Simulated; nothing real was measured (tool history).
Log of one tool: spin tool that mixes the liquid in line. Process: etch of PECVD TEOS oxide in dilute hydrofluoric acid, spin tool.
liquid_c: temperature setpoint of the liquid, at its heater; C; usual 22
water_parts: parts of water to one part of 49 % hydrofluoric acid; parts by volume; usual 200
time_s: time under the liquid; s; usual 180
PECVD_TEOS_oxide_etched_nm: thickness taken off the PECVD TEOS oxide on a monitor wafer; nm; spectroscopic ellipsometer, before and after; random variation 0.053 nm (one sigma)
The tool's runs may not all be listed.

| run | hour | liquid_c | water_parts | time_s | wafers since the last listed run | hours since the thermometer was replaced | hours since the hydrofluoric acid flow meter was replaced | hours since the gauge calibration | read-back film thickness of the PECVD TEOS oxide reference wafer, read on the same gauge (nm) | PECVD_TEOS_oxide_etched_nm |
|---|---|---|---|---|---|---|---|---|---|---|
| 1 | 0 | 22 | 200 | 180 | 0 | 1008.9 | 1846.4 | 222.4 | 30.02 | 8.91 |
| 2 | 15.1 | 22 | 200 | 180 | 65 | 1024 | 1861.5 | 237.5 | 30.01 | 8.9 |
| 3 | 29 | 22 | 200 | 180 | 60 | 1037.9 | 1875.4 | 251.4 | 29.98 | 8.98 |
| 4 | 37.8 | 22 | 200 | 180 | 38 | 1046.7 | 1884.2 | 260.2 | 29.97 | 8.88 |
|  | 39.4 | gauge calibrated |
| 5 | 44 | 22 | 200 | 180 | 26 | 1052.9 | 1890.4 | 4.6 | 29.98 | 8.95 |
| 6 | 59 | 22 | 200 | 180 | 65 | 1067.9 | 1905.4 | 19.6 | 30.03 | 8.89 |
| 7 | 67.2 | 22 | 200 | 180 | 35 | 1076.1 | 1913.6 | 27.8 | 29.99 | 9 |
| 8 | 74.4 | 22 | 200 | 180 | 31 | 1083.3 | 1920.8 | 35 | 30.01 | 8.78 |
| 9 | 86 | 19.5 | 200 | 180 | 50 | 1094.9 | 1932.4 | 46.6 | 30.02 | 8.14 |
| 10 | 100.7 | 22 | 145 | 180 | 63 | 1109.6 | 1947.1 | 61.3 | 29.97 | 13.07 |
| 11 | 108.5 | 22 | 200 | 180 | 33 | 1117.4 | 1954.9 | 69.1 | 30 | 8.9 |
| 12 | 115.4 | 22 | 200 | 180 | 30 | 1124.3 | 1961.8 | 76 | 30.01 | 8.88 |
|  | 125.3 | thermometer replaced |
| 13 | 128.3 | 19.5 | 230 | 180 | 51 | 3 | 1974.7 | 88.9 | 29.99 | 6.86 |
| 14 | 145.5 | 25.5 | 200 | 180 | 74 | 20.2 | 1991.9 | 106.1 | 30.02 | 10.2 |
| 15 | 153 | 20 | 235 | 180 | 32 | 27.7 | 1999.4 | 113.6 | 29.98 | 6.84 |
| 16 | 168.2 | 22 | 200 | 180 | 66 | 42.9 | 2014.6 | 128.8 | 29.98 | 8.89 |
|  | 171.6 | hydrofluoric acid flow meter replaced |
| 17 | 183.7 | 22 | 200 | 180 | 63 | 58.4 | 12.1 | 144.3 | 30.01 | 8.96 |
| 18 | 197.4 | 22 | 160 | 250 | 59 | 72.1 | 25.8 | 158 | 29.97 | 16.18 |
| 19 | 208.9 | 19.5 | 155 | 220 | 50 | 83.6 | 37.3 | 169.5 | 30.04 | 13.35 |
| 20 | 225.3 | 22 | 170 | 110 | 71 | 100 | 53.7 | 185.9 | 29.98 | 6.62 |
| 21 | 234.5 | 18 | 240 | 265 | 40 | 109.2 | 62.9 | 195.1 | 30.02 | 9.03 |
| 22 | 252.2 | 23.5 | 130 | 85 | 77 | 126.9 | 80.6 | 212.8 | 30.02 | 7.29 |
| 23 | 262.8 | 22 | 200 | 180 | 46 | 137.5 | 91.2 | 223.4 | 29.96 | 8.91 |
|  | 274 | gauge calibrated |
| 24 | 275.2 | 17.5 | 265 | 220 | 53 | 149.9 | 103.6 | 1.2 | 30.02 | 6.45 |
| 25 | 290.1 | 25.5 | 200 | 180 | 64 | 164.8 | 118.5 | 16.1 | 30.02 | 10.14 |
| 26 | 296.7 | 19.5 | 300 | 215 | 28 | 171.4 | 125.1 | 22.7 | 29.98 | 5.88 |
| 27 | 328.3 | 23.5 | 200 | 180 | 137 | 203 | 156.7 | 54.3 | 30.02 | 9.5 |
| 28 | 337.4 | 22 | 200 | 70 | 39 | 212.1 | 165.8 | 63.4 | 30 | 3.49 |
| 29 | 353.9 | 19 | 200 | 250 | 71 | 228.6 | 182.3 | 79.9 | 29.99 | 10.95 |

Forecast each of these 5 alternatives for the next run:
| A | 354.4 | 22 | 200 | 180 | 2 | 229.1 | 182.8 | 80.4 | ? | ? |
| B | 354.4 | 18.5 | 160 | 180 | 2 | 229.1 | 182.8 | 80.4 | ? | ? |
| C | 354.4 | 20.5 | 170 | 180 | 2 | 229.1 | 182.8 | 80.4 | ? | ? |
| D | 354.4 | 22 | 245 | 180 | 2 | 229.1 | 182.8 | 80.4 | ? | ? |
| E | 354.4 | 26 | 270 | 180 | 2 | 229.1 | 182.8 | 80.4 | ? | ? |

| run | read-back film thickness of the PECVD TEOS oxide reference wafer, read on the same gauge (nm) | PECVD_TEOS_oxide_etched_nm |
|---|---|---|
| A | 29.97 | 8.84 |
| B | 29.97 | 10.04 |
| C | 29.97 | 10.12 |
| D | 29.97 | 6.9 |
| E | 29.97 | 7.04 |
Without the tool's hidden state the same runs would have given:
| run | PECVD_TEOS_oxide_etched_nm |
|---|---|
| A | 8.84 |
| B | 10.04 |
| C | 10.12 |
| D | 6.9 |
| E | 7.04 |

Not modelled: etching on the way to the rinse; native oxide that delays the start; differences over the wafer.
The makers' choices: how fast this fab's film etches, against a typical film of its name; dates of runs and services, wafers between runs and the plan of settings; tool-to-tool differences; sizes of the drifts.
